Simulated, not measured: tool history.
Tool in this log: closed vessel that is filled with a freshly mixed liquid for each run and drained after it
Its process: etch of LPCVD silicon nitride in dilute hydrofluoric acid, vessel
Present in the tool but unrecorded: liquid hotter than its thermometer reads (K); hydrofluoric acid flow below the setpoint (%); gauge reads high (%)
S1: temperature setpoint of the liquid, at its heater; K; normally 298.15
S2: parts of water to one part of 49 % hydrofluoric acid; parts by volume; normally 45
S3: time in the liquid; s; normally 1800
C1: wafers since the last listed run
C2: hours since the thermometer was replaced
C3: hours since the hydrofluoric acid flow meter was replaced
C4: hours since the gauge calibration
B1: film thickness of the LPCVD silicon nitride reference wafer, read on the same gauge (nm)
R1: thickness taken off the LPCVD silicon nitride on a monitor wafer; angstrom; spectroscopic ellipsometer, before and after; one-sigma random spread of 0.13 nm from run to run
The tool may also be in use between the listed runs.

run    hour      S1  S2    S3     C1      C2      C3      C4     B1     R1
  1       0  298.15  45  1800      0  1454.7   447.2  1117.9     70    204
  2   105.3  298.15  45  1800   3741    1560   552.5  1223.2     70  202.1
  3   211.8  298.15  45  1800   3784  1666.5     659  1329.7     70  203.5
  4   267.1  298.15  45  1800   1965  1721.8   714.3    1385  69.99  202.3
  5   369.1  298.15  45  1800   3624  1823.8   816.3    1487  69.99    205
  6   406.8  298.15  45  1800   1339  1861.5     854  1524.7  70.01  202.4
  7   476.7  298.15  45  1800   2483  1931.4   923.9  1594.6     70    203
  8   564.7  298.15  45  1800   3127  2019.4  1011.9  1682.6  70.01  202.1
  9   672.2  298.15  45  1800   3820  2126.9  1119.4  1790.1  69.98  201.2
 10   772.6  298.15  45  1800   3567  2227.3  1219.8  1890.5  69.99  206.4
      827.2  -- thermometer replaced
 11   860.1  298.15  45  1800   3073    32.9  1307.3    1978  69.97  184.2
 12   963.9  298.15  45  1800   3688   136.7  1411.1  2081.8  69.98  186.7
 13  1010.8  298.15  45  1800   1666   183.6    1458  2128.7     70  185.2
 14  1090.8  298.15  45  1800   2842   263.6    1538  2208.7     70    187
 15  1195.1  302.65  45  1450   3706   367.9  1642.3    2313     70    201
 16  1272.4  295.15  60  1800   2746   445.2  1719.6  2390.3  69.99    115
 17  1340.3  294.15  60  1410   2412   513.1  1787.5  2458.2     70   84.3
 18  1423.1  298.15  30  1520   2942   595.9  1870.3    2541  69.99  232.7
     1563.2  -- hydrofluoric acid flow meter replaced
 19  1706.1  294.65  65   890  10020   878.9   142.9    2824  70.01   54.6
 20  1761.1  303.15  35  2600   1954   933.9   197.9    2879  70.01  515.5
       1814  -- gauge calibrated
 21  1820.5  300.65  55  2810   2110   993.3   257.3     6.5  69.96  305.5
 22  1859.9  295.65  55  1800   1400  1032.7   296.7    45.9     70  137.9
 23  1908.8  301.65  30  1245   1737  1081.6   345.6    94.8  70.01  261.8
 24  1969.8  302.65  45  1450   2167  1142.6   406.6   155.8  69.98  216.4
 25  2038.4  298.15  30  1800   2437  1211.2   475.2   224.4  69.99  295.6
 26  2074.9  298.15  45  1800   1297  1247.7   511.7   260.9     70  200.9
 27  2145.9  293.65  25  1800   2523  1318.7   582.7   331.9  70.01  260.6
 28  2208.7  298.15  45  2280   2231  1381.5   645.5   394.7  69.99  253.7
 29  2309.1  294.15  60  1800   3567  1481.9   745.9   495.1  70.01  114.8
 30  2370.4  300.15  60  2610   2178  1543.2   807.2   556.4     70    251
 31  2413.5  302.65  45  1450   1531  1586.3   850.3   599.5  69.97  216.2

Forecast each of these 5 alternatives for the next run:
  A  2414.7  298.15  45  1800  42  1587.5  851.5  600.7   ?   ?
  B  2414.7  298.15  45  1000  42  1587.5  851.5  600.7   ?   ?
  C  2414.7  296.15  40   730  42  1587.5  851.5  600.7   ?   ?
  D  2414.7  296.15  35  2630  42  1587.5  851.5  600.7   ?   ?
  E  2414.7  298.15  30  2090  42  1587.5  851.5  600.7   ?   ?

run  B1     R1
  A  70  199.8
  B  70    111
  C  70   79.5
  D  70  326.1
  E  70  344.5
With the hidden condition removed and each run's random variation left untouched, the same runs would have given:
run     R1
  A  195.6
  B  108.7
  C   77.7
  D  318.8
  E    337
